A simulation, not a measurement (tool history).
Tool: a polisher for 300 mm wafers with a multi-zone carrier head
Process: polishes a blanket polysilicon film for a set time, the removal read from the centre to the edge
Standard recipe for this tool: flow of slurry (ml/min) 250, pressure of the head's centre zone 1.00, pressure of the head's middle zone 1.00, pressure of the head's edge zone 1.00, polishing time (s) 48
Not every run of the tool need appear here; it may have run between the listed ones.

run,hour,flow of slurry (ml/min),pressure of the head's centre zone,pressure of the head's middle zone,pressure of the head's edge zone,polishing time (s),"incoming thickness of the incoming film, nm",film removed at the wafer's centre (nm),film removed at mid-radius (nm),film removed at the wafer's edge (nm)
1,0.0,250,1.09,1.00,1.00,48,1579.8,592.8,543.3,549.7
2,27.1,250,1.00,1.00,1.00,56,1581.1,627.9,625.9,635.7
# hour 36.1: centre zone pressure recalibrated
# hour 46.1: edge zone pressure recalibrated
3,80.0,250,1.00,1.00,1.00,56,1571.3,618.3,619.1,632.3
# hour 120.6: slurry nozzle cleaned
# hour 136.7: carrier head's membrane replaced by a new one
4,141.6,250,1.00,1.00,1.00,56,1531.1,651.6,648.4,649.1
5,177.4,220,1.00,1.00,1.00,48,1562.4,544.8,538.4,556.9
# hour 210.4: worn pad replaced by a new one, of another model than before
6,232.4,220,1.00,1.00,1.00,48,1550.4,553.9,555.1,563.0
7,285.0,250,1.00,1.03,1.00,48,1553.9,555.8,572.5,557.8
8,336.3,250,1.00,1.00,1.00,48,1571.1,557.4,549.6,550.2
9,396.8,320,1.00,1.00,1.06,36,1546.2,434.9,415.9,440.3
10,496.6,250,1.00,1.00,1.00,48,1545.1,563.3,555.3,562.5
# hour 515.0: worn pad replaced by a new one
11,529.2,305,1.00,1.00,0.88,32,1576.4,380.4,369.5,345.5
12,569.9,250,0.91,0.96,0.92,42,1561.6,442.7,462.6,457.1
# hour 607.9: centre zone pressure recalibrated
13,614.3,325,1.00,1.00,1.00,60,1563.6,709.1,695.0,694.7
14,651.8,295,0.94,1.00,1.00,48,1573.1,517.7,536.3,555.5
15,705.5,290,1.11,1.00,0.97,48,1577.4,613.0,536.3,533.7
16,738.8,250,1.00,1.00,1.00,48,1535.1,538.9,523.4,546.1
17,787.5,250,1.00,1.00,1.00,48,1585.9,532.5,520.7,540.1
# hour 792.8: slurry nozzle cleaned
# hour 804.2: worn pad replaced by a new one
# hour 811.5: edge zone pressure recalibrated
18,815.5,250,1.08,1.00,1.00,48,1536.5,607.8,542.5,545.3
19,857.4,250,1.00,0.90,1.07,42,1540.6,489.4,437.2,500.9
20,888.8,175,1.00,1.00,1.00,48,1568.6,542.0,538.1,545.5
21,951.2,305,1.09,1.00,1.00,54,1554.7,704.6,627.8,635.5
# hour 1087.1: carrier head's membrane replaced by a new one
# hour 1111.9: worn pad replaced by a new one
22,1162.9,250,1.00,1.00,1.00,61,1560.7,709.5,690.2,702.6

Hidden state or all else? Some run-to-run changes of film removed at the wafer's centre (nm), split into what the settings, what came in and random variation would give without the hidden state, and what is left for the hidden state (with any gauge scatter that isn't in both results):
Hidden state at play: removal rate lost through wear of the pad, %; slurry flow missing at the pad, %; deviation of the centre zone's pressure from its setpoint, %; deviation of the edge zone's pressure from its setpoint, %.
Run 3 -> 4: slurry nozzle cleaned, carrier head's membrane replaced by a new one. film removed at the wafer's centre (nm) +33.3: hidden state +35.6, all else -2.3.
Run 12 -> 13: flow of slurry (ml/min) 250 -> 325, pressure of the head's centre zone 0.91 -> 1.00, pressure of the head's middle zone 0.96 -> 1.00, pressure of the head's edge zone 0.92 -> 1.00, polishing time (s) 42 -> 60, centre zone pressure recalibrated. film removed at the wafer's centre (nm) +266.4: hidden state -6.6, all else +273.0.
Run 13 -> 14: flow of slurry (ml/min) 325 -> 295, pressure of the head's centre zone 1.00 -> 0.94, polishing time (s) 60 -> 48. film removed at the wafer's centre (nm) -191.4: hidden state +1.4, all else -192.8.
Run 17 -> 18: pressure of the head's centre zone 1.00 -> 1.08, slurry nozzle cleaned, worn pad replaced by a new one, edge zone pressure recalibrated. film removed at the wafer's centre (nm) +75.3: hidden state +31.8, all else +43.5.
